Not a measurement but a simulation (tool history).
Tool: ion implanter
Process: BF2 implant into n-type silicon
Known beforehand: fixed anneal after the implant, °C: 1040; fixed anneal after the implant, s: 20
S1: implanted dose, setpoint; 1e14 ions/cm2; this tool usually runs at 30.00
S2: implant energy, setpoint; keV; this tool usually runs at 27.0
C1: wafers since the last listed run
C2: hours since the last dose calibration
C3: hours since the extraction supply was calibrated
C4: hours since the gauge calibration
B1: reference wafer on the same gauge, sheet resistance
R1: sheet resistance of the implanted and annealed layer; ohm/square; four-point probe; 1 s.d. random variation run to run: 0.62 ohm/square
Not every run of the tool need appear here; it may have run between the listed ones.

run   hour     S1    S2    C1      C2      C3     C4      B1      R1
  1    0.0  35.73  27.0     0  1998.1  3929.5  234.3  116.52  103.82
  2   46.9  35.73  27.0   754  2045.0  3976.4  281.2  117.20  104.20
  3   81.8  30.00  27.0   561  2079.9  4011.3  316.1  117.09  106.01
  4  123.9  30.00  27.0   677  2122.0  4053.4  358.2  117.22  106.20
  5  188.5  30.00  27.0  1038  2186.6  4118.0  422.8  118.10  106.54
  6  257.3  30.00  27.0  1106  2255.4  4186.8  491.6  118.25  105.04
  7  297.4  30.00  27.0   644  2295.5  4226.9  531.7  118.57  106.85
     334.5  -- gauge calibrated
  8  360.8  30.00  27.0  1019  2358.9  4290.3   26.3  116.13  104.95
     399.8  -- Faraday cup replaced and dose calibrated
  9  420.3  34.13  19.0   828    20.5  4349.8   85.8  116.29  116.36
     442.5  -- extraction supply calibrated
 10  483.6  34.39  35.5   889    83.8    41.1  149.1  116.32   92.43
 11  519.2  33.45  33.5   572   119.4    76.7  184.7  116.46   94.87
 12  560.5  30.00  27.0   664   160.7   118.0  226.0  116.44  104.31
 13  586.8  30.00  27.0   422   187.0   144.3  252.3  116.36  105.01
 14  618.2  30.00  27.0   505   218.4   175.7  283.7  116.73  105.88
 15  650.7  33.34  31.0   522   250.9   208.2  316.2  117.10   98.52
 16  687.7  32.76  36.0   595   287.9   245.2  353.2  117.36   92.86
 17  717.9  34.60  33.0   485   318.1   275.4  383.4  117.56   95.19

Consider 3 possible next runs. They are alternatives, not a sequence: every one starts from the tool as it was left by run 17. What does each give?
  A  718.3  23.68  27.0   6  318.5  275.8  383.8   ?   ?
  B  718.3  32.33  34.5   6  318.5  275.8  383.8   ?   ?
  C  718.3  25.44  33.5   6  318.5  275.8  383.8   ?   ?

run      B1      R1
  A  117.19  107.51
  B  117.19   94.42
  C  117.19   97.73
Without the tool's unlogged condition, the same runs would have read:
run      R1
  A  106.34
  B   93.39
  C   96.67
